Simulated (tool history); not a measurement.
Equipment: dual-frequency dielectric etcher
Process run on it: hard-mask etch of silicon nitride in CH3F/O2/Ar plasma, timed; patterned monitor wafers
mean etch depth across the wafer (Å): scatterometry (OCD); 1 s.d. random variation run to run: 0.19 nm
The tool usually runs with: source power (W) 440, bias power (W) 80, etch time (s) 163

run,hour,source power (W),bias power (W),etch time (s),wafers since the last listed run,hours since the last wet clean,hours since the last source power generator calibration,hours since the last bias power generator calibration,hours since the last upper electrode change,hours since the gauge calibration,"read-back reference wafer on the same gauge, depth_nm",mean etch depth across the wafer (Å)
1,0,440,76,163,0,268.9,3026.2,5019.6,5267.9,25.5,112,1286
2,12.1,440,76,163,102,281,3038.3,5031.7,5280,37.6,112,1289
3,24.2,440,76,163,102,293.1,3050.4,5043.8,5292.1,49.7,112,1284
4,39.1,440,80,163,125,308,3065.3,5058.7,5307,64.6,112,1312
5,57.7,490,80,163,157,326.6,3083.9,5077.3,5325.6,83.2,112,1375
6,69.1,490,80,163,96,338,3095.3,5088.7,5337,94.6,112,1375
7,83.5,440,80,163,121,352.4,3109.7,5103.1,5351.4,109,112,1313
8,97.8,440,80,163,120,366.7,3124,5117.4,5365.7,123.3,112,1311
9,108.4,440,80,163,89,377.3,3134.6,5128,5376.3,133.9,112,1310
10,115.4,440,80,163,59,384.3,3141.6,5135,5383.3,140.9,112,1315
# hour 121.4: bias power generator calibrated
11,122.4,380,98,163,25,391.3,3148.6,1,5390.3,147.9,112,1311
# hour 148.6: wet clean of the chamber
# hour 155.5: upper electrode replaced
12,156,550,87,207,23,7.4,3182.2,34.6,0.5,181.5,112,1859
13,156.3,370,90,205,2,7.7,3182.5,34.9,0.8,181.8,112,1560
14,160.3,440,80,163,33,11.7,3186.5,38.9,4.8,185.8,112,1287
# hour 163.6: gauge calibrated
# hour 187.4: source power generator calibrated
15,187.9,440,64,143,199,39.3,0.5,66.5,32.4,24.3,112,1060
16,201.7,530,87,196.5,116,53.1,14.3,80.3,46.2,38.1,112,1737
17,213,490,80,163,95,64.4,25.6,91.6,57.5,49.4,112,1352
18,220.5,380,87,145.5,63,71.9,33.1,99.1,65,56.9,112,1110
19,237.1,500,72,131.5,140,88.5,49.7,115.7,81.6,73.5,112,1071

A few steps of mean etch depth across the wafer (Å) between consecutive runs. Split each: what settings, incoming material and random variation would produce without the hidden state, and what is left over for the hidden state, along with gauge scatter present in only one of the two compared results (measured, and without hidden state):
The hidden state here: etch rate over this chamber's usual, %; source power that arrives over what is set, %; bias power that arrives over what is set, %; gauge reads high (%).
Run 11 -> 12: source power (W) 380 -> 550, bias power (W) 98 -> 87, etch time (s) 163 -> 207, wet clean of the chamber, upper electrode replaced. mean etch depth across the wafer (Å) +548: hidden state -23, all else +571.
Run 15 -> 16: source power (W) 440 -> 530, bias power (W) 64 -> 87, etch time (s) 143 -> 196.5. mean etch depth across the wafer (Å) +677: hidden state +3, all else +674.
